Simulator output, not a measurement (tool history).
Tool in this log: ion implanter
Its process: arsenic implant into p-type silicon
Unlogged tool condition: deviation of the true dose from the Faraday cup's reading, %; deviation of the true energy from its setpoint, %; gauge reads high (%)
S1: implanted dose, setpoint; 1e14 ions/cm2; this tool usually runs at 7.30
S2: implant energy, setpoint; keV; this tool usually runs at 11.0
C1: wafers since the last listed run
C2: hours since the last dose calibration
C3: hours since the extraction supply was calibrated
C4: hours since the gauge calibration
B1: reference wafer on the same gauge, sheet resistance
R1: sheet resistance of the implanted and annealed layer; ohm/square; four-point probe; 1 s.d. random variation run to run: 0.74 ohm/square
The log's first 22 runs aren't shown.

Run 23, day 12.625: usual settings; C1 236; C2 127.5; C3 39.9; C4 125.1; B1 190.87. Result: R1 183.90 ohm/square.
Run 24, day 13.208: usual settings; C1 258; C2 141.5; C3 53.9; C4 139.1; B1 190.94. Result: R1 182.53 ohm/square.
Run 25, day 13.900: usual settings but S2 9.0 keV; C1 306; C2 158.1; C3 70.5; C4 155.7; B1 191.16. Result: R1 190.01 ohm/square.
Run 26, day 14.429: usual settings but S1 6.51 1e14 ions/cm2, S2 12.5 keV; C1 234; C2 170.8; C3 83.2; C4 168.4; B1 191.07. Result: R1 188.11 ohm/square.
Run 27, day 15.446: usual settings but S1 9.27 1e14 ions/cm2, S2 14.5 keV; C1 450; C2 195.2; C3 107.6; C4 192.8; B1 190.89. Result: R1 156.68 ohm/square.
Run 28, day 15.750: usual settings; C1 134; C2 202.5; C3 114.9; C4 200.1; B1 191.08. Result: R1 184.10 ohm/square.
Run 29, day 16.258: usual settings but S1 8.46 1e14 ions/cm2, S2 9.5 keV; C1 225; C2 214.7; C3 127.1; C4 212.3; B1 191.03. Result: R1 179.51 ohm/square.
Run 30, day 16.792: usual settings but S1 5.15 1e14 ions/cm2, S2 13.5 keV; C1 236; C2 227.5; C3 139.9; C4 225.1; B1 191.01. Result: R1 210.11 ohm/square.
Run 31, day 17.196: usual settings but S1 8.68 1e14 ions/cm2, S2 14.5 keV; C1 178; C2 237.2; C3 149.6; C4 234.8; B1 190.92. Result: R1 161.93 ohm/square.
Run 32, day 17.517: usual settings but S1 8.75 1e14 ions/cm2, S2 8.5 keV; C1 142; C2 244.9; C3 157.3; C4 242.5; B1 191.06. Result: R1 182.40 ohm/square.

Run 33 has not been measured yet. What should we expect?
Run 33, day 18.242: usual settings but S2 13.5 keV; C1 321; C2 262.3; C3 174.7; C4 259.9; B1 ?. Result: R1 ?.

B1: 191.17
R1: 174.61 ohm/square
Without the tool's hidden state the same run would have given R1 174.61 ohm/square.
